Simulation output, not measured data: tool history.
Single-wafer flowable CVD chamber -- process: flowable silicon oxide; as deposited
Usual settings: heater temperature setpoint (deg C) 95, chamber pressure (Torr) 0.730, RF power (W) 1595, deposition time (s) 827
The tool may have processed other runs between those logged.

run	hour	heater temperature setpoint (deg C)	chamber pressure (Torr)	RF power (W)	deposition time (s)	read-back reference wafer on the same gauge, thickness_nm	mean film thickness on the monitor wafer (Å)
1	0.0	107	0.730	1595	944	399.371	3474.21
2	65.2	95	0.730	1595	827	399.417	4766.43
3	271.3	84	0.730	1690	827	399.523	7250.78
4	305.4	84	0.730	1690	827	399.638	7227.37
5	359.0	84	0.730	1690	827	399.628	7276.85
6	393.8	99	0.730	1350	827	400.045	3820.60
7	457.2	99	0.730	1350	827	399.483	3796.53
8	519.0	99	0.730	1350	827	399.852	3805.92
# hour 523.6: gauge calibrated
9	571.8	95	0.590	1525	827	388.512	3703.17
10	632.1	95	0.590	1525	827	389.460	3727.86
11	697.0	95	0.730	1595	827	390.902	4689.83
12	745.1	95	0.730	1595	827	391.563	4685.38
13	801.4	95	0.586	1595	827	392.354	3788.24
14	849.1	95	0.730	1595	827	392.667	4711.52
# hour 868.0: RF generator calibrated
15	918.1	95	0.730	1750	827	393.872	4897.34
# hour 975.0: thermocouple changed; heater temperature recalibrated
16	975.5	103	0.669	1595	827	393.833	3208.42
17	1017.9	83	0.843	1740	949	394.490	9918.84
# hour 1057.9: capacitance manometer re-zeroed and calibrated
# hour 1067.7: showerhead replaced
18	1145.3	95	0.578	1595	986	395.683	4520.97
19	1191.0	95	0.730	1595	974	396.122	5581.12
20	1244.4	106	0.628	1485	939	396.474	2969.61
21	1292.8	102	0.800	1705	827	396.630	4120.29
22	1325.2	89	0.859	1595	754	396.980	6391.37
23	1367.5	86	0.633	1595	827	397.119	5699.14
24	1425.8	86	0.555	1595	695	397.387	4203.73
25	1461.9	95	0.730	1595	827	397.425	4769.84
26	1519.6	83	0.883	1890	827	397.827	9347.11
27	1557.6	95	0.730	1595	827	397.887	4779.10

List, for all runs, the conditions of the tool that the log does not record:
wafer temperature above the value expected at the setpoint (K): 0 at every run
delivered RF power above the setpoint (%): 0 at every run
true pressure above the setpoint (%): 0 at every run
H1: gauge reads high (%)
run	H1
1	3.12
2	3.16
3	3.26
4	3.27
5	3.29
6	3.3
7	3.32
8	3.34
9	0.351
10	0.656
11	0.95
12	1.15
13	1.36
14	1.52
15	1.73
16	1.88
17	1.99
18	2.26
19	2.34
20	2.43
21	2.51
22	2.55
23	2.61
24	2.68
25	2.72
26	2.78
27	2.81
